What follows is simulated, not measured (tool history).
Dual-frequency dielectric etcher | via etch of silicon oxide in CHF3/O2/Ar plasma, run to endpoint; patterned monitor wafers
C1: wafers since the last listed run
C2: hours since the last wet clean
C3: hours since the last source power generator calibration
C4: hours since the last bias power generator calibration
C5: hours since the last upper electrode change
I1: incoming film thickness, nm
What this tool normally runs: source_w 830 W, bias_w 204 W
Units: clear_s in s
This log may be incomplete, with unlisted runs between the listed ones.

{"run": 1, "hour": 0.0, "source_w": 970, "bias_w": 204, "C1": 0, "C2": 586.2, "C3": 4130.8, "C4": 3093.3, "C5": 2758.4, "I1": 769.2, "clear_s": 333.2}
{"run": 2, "hour": 68.8, "source_w": 990, "bias_w": 216, "C1": 412, "C2": 655, "C3": 4199.6, "C4": 3162.1, "C5": 2827.2, "I1": 773.7, "clear_s": 327.2}
{"hour": 124.1, "done": "wet clean of the chamber"}
{"run": 3, "hour": 254.0, "source_w": 990, "bias_w": 216, "C1": 967, "C2": 129.9, "C3": 4384.8, "C4": 3347.3, "C5": 3012.4, "I1": 769.8, "clear_s": 313.5}
{"run": 4, "hour": 323.2, "source_w": 830, "bias_w": 170, "C1": 415, "C2": 199.1, "C3": 4454, "C4": 3416.5, "C5": 3081.6, "I1": 772.5, "clear_s": 362.6}
{"run": 5, "hour": 414.1, "source_w": 830, "bias_w": 170, "C1": 545, "C2": 290, "C3": 4544.9, "C4": 3507.4, "C5": 3172.5, "I1": 768.7, "clear_s": 366.7}
{"run": 6, "hour": 520.0, "source_w": 830, "bias_w": 170, "C1": 635, "C2": 395.9, "C3": 4650.8, "C4": 3613.3, "C5": 3278.4, "I1": 777.3, "clear_s": 370.1}
{"run": 7, "hour": 603.5, "source_w": 830, "bias_w": 204, "C1": 500, "C2": 479.4, "C3": 4734.3, "C4": 3696.8, "C5": 3361.9, "I1": 767.5, "clear_s": 350}
{"hour": 630.7, "done": "source power generator calibrated"}
{"run": 8, "hour": 645.3, "source_w": 830, "bias_w": 204, "C1": 226, "C2": 521.2, "C3": 14.6, "C4": 3738.6, "C5": 3403.7, "I1": 777.4, "clear_s": 357.8}
{"run": 9, "hour": 747.4, "source_w": 830, "bias_w": 204, "C1": 612, "C2": 623.3, "C3": 116.7, "C4": 3840.7, "C5": 3505.8, "I1": 770.4, "clear_s": 351.7}
{"hour": 815.9, "done": "wet clean of the chamber"}
{"run": 10, "hour": 816.4, "source_w": 830, "bias_w": 204, "C1": 269, "C2": 0.5, "C3": 185.7, "C4": 3909.7, "C5": 3574.8, "I1": 772, "clear_s": 343.6}
{"run": 11, "hour": 896.5, "source_w": 880, "bias_w": 204, "C1": 480, "C2": 80.6, "C3": 265.8, "C4": 3989.8, "C5": 3654.9, "I1": 768.2, "clear_s": 335.6}
{"run": 12, "hour": 978.0, "source_w": 880, "bias_w": 204, "C1": 488, "C2": 162.1, "C3": 347.3, "C4": 4071.3, "C5": 3736.4, "I1": 775.2, "clear_s": 344.3}
{"hour": 996.8, "done": "bias power generator calibrated"}
{"run": 13, "hour": 1057.3, "source_w": 830, "bias_w": 204, "C1": 451, "C2": 241.4, "C3": 426.6, "C4": 60.5, "C5": 3815.7, "I1": 772, "clear_s": 352.3}
{"run": 14, "hour": 1125.1, "source_w": 900, "bias_w": 228, "C1": 406, "C2": 309.2, "C3": 494.4, "C4": 128.3, "C5": 3883.5, "I1": 771.9, "clear_s": 327.3}
{"run": 15, "hour": 1170.4, "source_w": 910, "bias_w": 245, "C1": 271, "C2": 354.5, "C3": 539.7, "C4": 173.6, "C5": 3928.8, "I1": 767.5, "clear_s": 312}
{"run": 16, "hour": 1218.8, "source_w": 980, "bias_w": 155, "C1": 290, "C2": 402.9, "C3": 588.1, "C4": 222, "C5": 3977.2, "I1": 770.3, "clear_s": 353.9}
{"run": 17, "hour": 1260.6, "source_w": 770, "bias_w": 172, "C1": 250, "C2": 444.7, "C3": 629.9, "C4": 263.8, "C5": 4019, "I1": 772.8, "clear_s": 383.7}
{"run": 18, "hour": 1331.5, "source_w": 970, "bias_w": 204, "C1": 425, "C2": 515.6, "C3": 700.8, "C4": 334.7, "C5": 4089.9, "I1": 779.4, "clear_s": 336.8}
{"run": 19, "hour": 1390.8, "source_w": 900, "bias_w": 223, "C1": 355, "C2": 574.9, "C3": 760.1, "C4": 394, "C5": 4149.2, "I1": 768.8, "clear_s": 330.3}
{"run": 20, "hour": 1434.5, "source_w": 920, "bias_w": 179, "C1": 262, "C2": 618.6, "C3": 803.8, "C4": 437.7, "C5": 4192.9, "I1": 764.4, "clear_s": 355.5}
{"hour": 1544.2, "done": "wet clean of the chamber"}
{"run": 21, "hour": 1544.7, "source_w": 830, "bias_w": 164, "C1": 517, "C2": 0.5, "C3": 914, "C4": 547.9, "C5": 4303.1, "I1": 785, "clear_s": 379.6}
{"run": 22, "hour": 1615.2, "source_w": 770, "bias_w": 160, "C1": 422, "C2": 71, "C3": 984.5, "C4": 618.4, "C5": 4373.6, "I1": 777.7, "clear_s": 385.2}
{"run": 23, "hour": 1689.0, "source_w": 910, "bias_w": 245, "C1": 442, "C2": 144.8, "C3": 1058.3, "C4": 692.2, "C5": 4447.4, "I1": 769.5, "clear_s": 313.7}
{"run": 24, "hour": 1748.9, "source_w": 970, "bias_w": 221, "C1": 359, "C2": 204.7, "C3": 1118.2, "C4": 752.1, "C5": 4507.3, "I1": 774.2, "clear_s": 318.2}
{"run": 25, "hour": 1799.8, "source_w": 930, "bias_w": 191, "C1": 305, "C2": 255.6, "C3": 1169.1, "C4": 803, "C5": 4558.2, "I1": 771.2, "clear_s": 339.1}
{"run": 26, "hour": 1842.4, "source_w": 830, "bias_w": 204, "C1": 255, "C2": 298.2, "C3": 1211.7, "C4": 845.6, "C5": 4600.8, "I1": 765.6, "clear_s": 343.7}
{"hour": 1875.0, "done": "upper electrode replaced"}
{"run": 27, "hour": 1941.9, "source_w": 830, "bias_w": 204, "C1": 452, "C2": 397.7, "C3": 1311.2, "C4": 945.1, "C5": 66.9, "I1": 765.1, "clear_s": 346.4}
{"run": 28, "hour": 1991.1, "source_w": 740, "bias_w": 182, "C1": 295, "C2": 446.9, "C3": 1360.4, "C4": 994.3, "C5": 116.1, "I1": 776.2, "clear_s": 381.5}
{"run": 29, "hour": 2070.4, "source_w": 650, "bias_w": 204, "C1": 475, "C2": 526.2, "C3": 1439.7, "C4": 1073.6, "C5": 195.4, "I1": 775.6, "clear_s": 396.3}
{"hour": 2189.3, "done": "wet clean of the chamber"}
{"run": 30, "hour": 2189.8, "source_w": 830, "bias_w": 204, "C1": 572, "C2": 0.5, "C3": 1559.1, "C4": 1193, "C5": 314.8, "I1": 779.3, "clear_s": 343.9}
{"run": 31, "hour": 2261.2, "source_w": 740, "bias_w": 166, "C1": 428, "C2": 71.9, "C3": 1630.5, "C4": 1264.4, "C5": 386.2, "I1": 767.7, "clear_s": 381.2}
{"run": 32, "hour": 2335.6, "source_w": 1000, "bias_w": 244, "C1": 446, "C2": 146.3, "C3": 1704.9, "C4": 1338.8, "C5": 460.6, "I1": 765, "clear_s": 299.8}
{"run": 33, "hour": 2402.9, "source_w": 830, "bias_w": 204, "C1": 403, "C2": 213.6, "C3": 1772.2, "C4": 1406.1, "C5": 527.9, "I1": 772.4, "clear_s": 350.4}
{"run": 34, "hour": 2448.6, "source_w": 980, "bias_w": 204, "C1": 274, "C2": 259.3, "C3": 1817.9, "C4": 1451.8, "C5": 573.6, "I1": 774.7, "clear_s": 322.8}
{"run": 35, "hour": 2554.2, "source_w": 650, "bias_w": 161, "C1": 633, "C2": 364.9, "C3": 1923.5, "C4": 1557.4, "C5": 679.2, "I1": 778.4, "clear_s": 422.7}
{"run": 36, "hour": 2631.5, "source_w": 770, "bias_w": 235, "C1": 463, "C2": 442.2, "C3": 2000.8, "C4": 1634.7, "C5": 756.5, "I1": 769.3, "clear_s": 347.4}

How would selected steps in clear_s from run to run divide? Give the signed amount a tool lacking its hidden state would still show from settings, what came in and random variation, and the signed amount left for the hidden state, including any gauge scatter that is not in both of the compared results.
Unlogged tool condition in this case: etch rate over this chamber's usual, %; source power that arrives over what is set, %; bias power that arrives over what is set, %.
Run 2 -> 3: wet clean of the chamber. clear_s -13.7 s: hidden state -11.1, all else -2.6.
Run 20 -> 21: source_w 920 -> 830, bias_w 179 -> 164, wet clean of the chamber. clear_s +24.1 s: hidden state -13, all else +37.1.
Run 29 -> 30: source_w 650 -> 830, wet clean of the chamber. clear_s -52.4 s: hidden state -12.5, all else -39.9.
Run 31 -> 32: source_w 740 -> 1000, bias_w 166 -> 244. clear_s -81.4 s: hidden state +0.9, all else -82.3.
Run 34 -> 35: source_w 980 -> 650, bias_w 204 -> 161. clear_s +99.9 s: hidden state +3.5, all else +96.4.
Run 35 -> 36: source_w 650 -> 770, bias_w 161 -> 235. clear_s -75.3 s: hidden state +0.1, all else -75.4.
